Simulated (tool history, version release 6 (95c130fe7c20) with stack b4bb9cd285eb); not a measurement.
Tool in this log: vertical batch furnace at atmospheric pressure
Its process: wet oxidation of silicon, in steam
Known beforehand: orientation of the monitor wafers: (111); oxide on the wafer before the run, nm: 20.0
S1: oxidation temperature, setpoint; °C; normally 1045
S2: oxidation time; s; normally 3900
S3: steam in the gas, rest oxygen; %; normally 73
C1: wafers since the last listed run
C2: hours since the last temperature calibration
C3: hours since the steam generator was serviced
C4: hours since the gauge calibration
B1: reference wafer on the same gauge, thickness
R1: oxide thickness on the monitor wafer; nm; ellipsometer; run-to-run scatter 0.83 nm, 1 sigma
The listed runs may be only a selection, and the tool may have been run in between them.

{"run": 1, "hour": 0.0, "S1": 1045, "S2": 3900, "S3": 65, "C1": 0, "C2": 4916.6, "C3": 2379.6, "C4": 226.0, "B1": 567.96, "R1": 471.46}
{"run": 2, "hour": 13.9, "S1": 1045, "S2": 3900, "S3": 73, "C1": 164, "C2": 4930.5, "C3": 2393.5, "C4": 239.9, "B1": 567.84, "R1": 503.22}
{"run": 3, "hour": 22.1, "S1": 1045, "S2": 3900, "S3": 73, "C1": 97, "C2": 4938.7, "C3": 2401.7, "C4": 248.1, "B1": 567.95, "R1": 504.18}
{"hour": 32.1, "done": "gauge calibrated"}
{"run": 4, "hour": 33.4, "S1": 1045, "S2": 3900, "S3": 73, "C1": 134, "C2": 4950.0, "C3": 2413.0, "C4": 1.3, "B1": 568.14, "R1": 504.79}
{"run": 5, "hour": 48.3, "S1": 1045, "S2": 3900, "S3": 73, "C1": 176, "C2": 4964.9, "C3": 2427.9, "C4": 16.2, "B1": 568.08, "R1": 505.14}
{"run": 6, "hour": 59.3, "S1": 1045, "S2": 3900, "S3": 73, "C1": 130, "C2": 4975.9, "C3": 2438.9, "C4": 27.2, "B1": 567.75, "R1": 504.3}
{"run": 7, "hour": 71.1, "S1": 1045, "S2": 3900, "S3": 64, "C1": 139, "C2": 4987.7, "C3": 2450.7, "C4": 39.0, "B1": 568.0, "R1": 466.31}
{"run": 8, "hour": 109.8, "S1": 1045, "S2": 3900, "S3": 64, "C1": 458, "C2": 5026.4, "C3": 2489.4, "C4": 77.7, "B1": 567.88, "R1": 467.75}
{"hour": 137.5, "done": "steam generator serviced"}
{"hour": 153.0, "done": "thermocouples replaced and temperature profile calibrated"}
{"run": 9, "hour": 164.6, "S1": 1045, "S2": 3900, "S3": 67, "C1": 182, "C2": 11.6, "C3": 27.1, "C4": 132.5, "B1": 567.86, "R1": 469.46}
{"run": 10, "hour": 176.6, "S1": 1045, "S2": 3900, "S3": 67, "C1": 142, "C2": 23.6, "C3": 39.1, "C4": 144.5, "B1": 568.06, "R1": 468.57}
{"run": 11, "hour": 194.2, "S1": 1045, "S2": 3900, "S3": 67, "C1": 208, "C2": 41.2, "C3": 56.7, "C4": 162.1, "B1": 568.16, "R1": 467.81}
{"run": 12, "hour": 203.9, "S1": 1038, "S2": 3900, "S3": 73, "C1": 115, "C2": 50.9, "C3": 66.4, "C4": 171.8, "B1": 567.91, "R1": 476.32}
{"hour": 229.8, "done": "steam generator serviced, repeated, since the last time left the tool worse"}
{"run": 13, "hour": 230.3, "S1": 1045, "S2": 3900, "S3": 73, "C1": 28, "C2": 77.3, "C3": 0.5, "C4": 198.2, "B1": 568.01, "R1": 516.51}
{"run": 14, "hour": 235.2, "S1": 1045, "S2": 3900, "S3": 73, "C1": 58, "C2": 82.2, "C3": 5.4, "C4": 203.1, "B1": 567.87, "R1": 517.97}
{"run": 15, "hour": 245.3, "S1": 1045, "S2": 3900, "S3": 73, "C1": 119, "C2": 92.3, "C3": 15.5, "C4": 213.2, "B1": 567.84, "R1": 517.24}
{"run": 16, "hour": 262.2, "S1": 1053, "S2": 3330, "S3": 81, "C1": 200, "C2": 109.2, "C3": 32.4, "C4": 230.1, "B1": 568.13, "R1": 519.93}
{"hour": 271.8, "done": "gauge calibrated"}
{"run": 17, "hour": 282.2, "S1": 1067, "S2": 3900, "S3": 73, "C1": 237, "C2": 129.2, "C3": 52.4, "C4": 10.4, "B1": 567.79, "R1": 565.21}
{"run": 18, "hour": 299.9, "S1": 1064, "S2": 4890, "S3": 70, "C1": 209, "C2": 146.9, "C3": 70.1, "C4": 28.1, "B1": 568.13, "R1": 619.24}
{"run": 19, "hour": 315.4, "S1": 1024, "S2": 2430, "S3": 62, "C1": 183, "C2": 162.4, "C3": 85.6, "C4": 43.6, "B1": 567.97, "R1": 319.25}
{"run": 20, "hour": 331.7, "S1": 1045, "S2": 3030, "S3": 77, "C1": 193, "C2": 178.7, "C3": 101.9, "C4": 59.9, "B1": 567.67, "R1": 460.35}
{"run": 21, "hour": 339.7, "S1": 1037, "S2": 3900, "S3": 83, "C1": 94, "C2": 186.7, "C3": 109.9, "C4": 67.9, "B1": 567.9, "R1": 536.65}
{"run": 22, "hour": 354.7, "S1": 1045, "S2": 3900, "S3": 62, "C1": 177, "C2": 201.7, "C3": 124.9, "C4": 82.9, "B1": 568.03, "R1": 469.39}
{"run": 23, "hour": 362.2, "S1": 1045, "S2": 3900, "S3": 62, "C1": 88, "C2": 209.2, "C3": 132.4, "C4": 90.4, "B1": 568.16, "R1": 469.32}
{"run": 24, "hour": 378.8, "S1": 1045, "S2": 2580, "S3": 73, "C1": 196, "C2": 225.8, "C3": 149.0, "C4": 107.0, "B1": 568.17, "R1": 406.65}
{"run": 25, "hour": 388.3, "S1": 1045, "S2": 3900, "S3": 73, "C1": 112, "C2": 235.3, "C3": 158.5, "C4": 116.5, "B1": 567.85, "R1": 514.5}
{"run": 26, "hour": 397.2, "S1": 1062, "S2": 3270, "S3": 65, "C1": 105, "C2": 244.2, "C3": 167.4, "C4": 125.4, "B1": 568.12, "R1": 470.07}
{"run": 27, "hour": 406.7, "S1": 1045, "S2": 2430, "S3": 78, "C1": 112, "C2": 253.7, "C3": 176.9, "C4": 134.9, "B1": 568.22, "R1": 406.51}
{"run": 28, "hour": 415.6, "S1": 1030, "S2": 3900, "S3": 73, "C1": 105, "C2": 262.6, "C3": 185.8, "C4": 143.8, "B1": 568.27, "R1": 478.83}

A few steps of R1 between consecutive runs. Split each: what settings, incoming material and random variation would produce without the hidden state, and what is left over for the hidden state, along with gauge scatter present in only one of the two compared results (measured, and without hidden state):
What the log doesn't record here: true tube temperature minus thermocouple reading, K; steam share off its setpoint, % of the setpoint; gauge reads high (%).
Run 8 -> 9: S3 64 -> 67, steam generator serviced, thermocouples replaced and temperature profile calibrated. R1 +1.71 nm: hidden state -11.54, all else +13.25.
Run 12 -> 13: S1 1038 -> 1045, steam generator serviced, repeated, since the last time left the tool worse. R1 +40.19 nm: hidden state +25.75, all else +14.44.
Run 18 -> 19: S1 1064 -> 1024, S2 4890 -> 2430, S3 70 -> 62. R1 -299.99 nm: hidden state +2.87, all else -302.86.
Run 19 -> 20: S1 1024 -> 1045, S2 2430 -> 3030, S3 62 -> 77. R1 +141.10 nm: hidden state -1.82, all else +142.92.
